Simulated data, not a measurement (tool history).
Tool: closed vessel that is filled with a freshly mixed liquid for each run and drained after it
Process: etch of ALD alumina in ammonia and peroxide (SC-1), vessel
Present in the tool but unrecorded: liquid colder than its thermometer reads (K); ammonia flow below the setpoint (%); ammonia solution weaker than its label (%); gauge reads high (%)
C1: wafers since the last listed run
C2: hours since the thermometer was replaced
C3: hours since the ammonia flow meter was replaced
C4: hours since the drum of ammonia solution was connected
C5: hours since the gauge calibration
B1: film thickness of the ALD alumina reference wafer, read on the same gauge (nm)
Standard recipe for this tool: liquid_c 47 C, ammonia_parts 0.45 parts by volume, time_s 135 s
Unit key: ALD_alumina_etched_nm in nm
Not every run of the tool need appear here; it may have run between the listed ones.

{"run": 1, "day": 0.0, "liquid_c": 47, "ammonia_parts": 0.45, "time_s": 195, "C1": 0, "C2": 317.6, "C3": 1835.9, "C4": 220.4, "C5": 682.9, "B1": 60.03, "ALD_alumina_etched_nm": 10.33}
{"run": 2, "day": 2.138, "liquid_c": 47, "ammonia_parts": 0.45, "time_s": 195, "C1": 5773, "C2": 368.9, "C3": 1887.2, "C4": 271.7, "C5": 734.2, "B1": 60.02, "ALD_alumina_etched_nm": 10.15}
{"run": 3, "day": 3.829, "liquid_c": 47, "ammonia_parts": 0.45, "time_s": 135, "C1": 4569, "C2": 409.5, "C3": 1927.8, "C4": 312.3, "C5": 774.8, "B1": 60.01, "ALD_alumina_etched_nm": 7.05}
{"run": 4, "day": 7.338, "liquid_c": 47, "ammonia_parts": 0.45, "time_s": 90, "C1": 9476, "C2": 493.7, "C3": 2012, "C4": 396.5, "C5": 859, "B1": 60.01, "ALD_alumina_etched_nm": 4.72}
{"run": 5, "day": 11.825, "liquid_c": 47, "ammonia_parts": 0.45, "time_s": 90, "C1": 12121, "C2": 601.4, "C3": 2119.7, "C4": 504.2, "C5": 966.7, "B1": 60.02, "ALD_alumina_etched_nm": 4.66}
{"day": 12.896, "done": "gauge calibrated"}
{"run": 6, "day": 13.629, "liquid_c": 47, "ammonia_parts": 0.45, "time_s": 90, "C1": 4873, "C2": 644.7, "C3": 2163, "C4": 547.5, "C5": 17.6, "B1": 60.02, "ALD_alumina_etched_nm": 4.65}
{"day": 15.575, "done": "new drum of ammonia solution connected"}
{"run": 7, "day": 17.546, "liquid_c": 47, "ammonia_parts": 0.45, "time_s": 135, "C1": 10467, "C2": 738.7, "C3": 2257, "C4": 47.3, "C5": 111.6, "B1": 60, "ALD_alumina_etched_nm": 6.97}
{"run": 8, "day": 20.767, "liquid_c": 47, "ammonia_parts": 0.25, "time_s": 135, "C1": 8700, "C2": 816, "C3": 2334.3, "C4": 124.6, "C5": 188.9, "B1": 60.01, "ALD_alumina_etched_nm": 6.56}
{"run": 9, "day": 22.767, "liquid_c": 47, "ammonia_parts": 0.45, "time_s": 135, "C1": 5402, "C2": 864, "C3": 2382.3, "C4": 172.6, "C5": 236.9, "B1": 59.99, "ALD_alumina_etched_nm": 6.89}
{"day": 24.521, "done": "ammonia flow meter replaced"}
{"day": 25.346, "done": "thermometer replaced"}
{"run": 10, "day": 25.367, "liquid_c": 47, "ammonia_parts": 0.6, "time_s": 135, "C1": 6797, "C2": 0.5, "C3": 20.3, "C4": 235, "C5": 299.3, "B1": 59.99, "ALD_alumina_etched_nm": 6.73}
{"run": 11, "day": 29.725, "liquid_c": 51.5, "ammonia_parts": 0.45, "time_s": 60, "C1": 11772, "C2": 105.1, "C3": 124.9, "C4": 339.6, "C5": 403.9, "B1": 60, "ALD_alumina_etched_nm": 3.73}
{"day": 30.292, "done": "thermometer replaced, repeated, since the last time left the tool worse"}
{"run": 12, "day": 33.067, "liquid_c": 47, "ammonia_parts": 0.45, "time_s": 195, "C1": 8913, "C2": 66.6, "C3": 205.1, "C4": 419.8, "C5": 484.1, "B1": 60, "ALD_alumina_etched_nm": 10.33}
{"run": 13, "day": 36.883, "liquid_c": 47, "ammonia_parts": 0.3, "time_s": 135, "C1": 10309, "C2": 158.2, "C3": 296.7, "C4": 511.4, "C5": 575.7, "B1": 60, "ALD_alumina_etched_nm": 6.85}
{"day": 39.325, "done": "new drum of ammonia solution connected"}
{"run": 14, "day": 39.767, "liquid_c": 55, "ammonia_parts": 0.35, "time_s": 135, "C1": 7675, "C2": 227.4, "C3": 365.9, "C4": 10.6, "C5": 644.9, "B1": 59.99, "ALD_alumina_etched_nm": 10.81}

Results for each run, recomputed without the tool's hidden state and with each run's random variation untouched:
run=1 ALD_alumina_etched_nm=10.52
run=2 ALD_alumina_etched_nm=10.37
run=3 ALD_alumina_etched_nm=7.22
run=4 ALD_alumina_etched_nm=4.85
run=5 ALD_alumina_etched_nm=4.81
run=6 ALD_alumina_etched_nm=4.81
run=7 ALD_alumina_etched_nm=7.25
run=8 ALD_alumina_etched_nm=6.86
run=9 ALD_alumina_etched_nm=7.22
run=10 ALD_alumina_etched_nm=7.43
run=11 ALD_alumina_etched_nm=4.13
run=12 ALD_alumina_etched_nm=10.46
run=13 ALD_alumina_etched_nm=6.97
run=14 ALD_alumina_etched_nm=11.02

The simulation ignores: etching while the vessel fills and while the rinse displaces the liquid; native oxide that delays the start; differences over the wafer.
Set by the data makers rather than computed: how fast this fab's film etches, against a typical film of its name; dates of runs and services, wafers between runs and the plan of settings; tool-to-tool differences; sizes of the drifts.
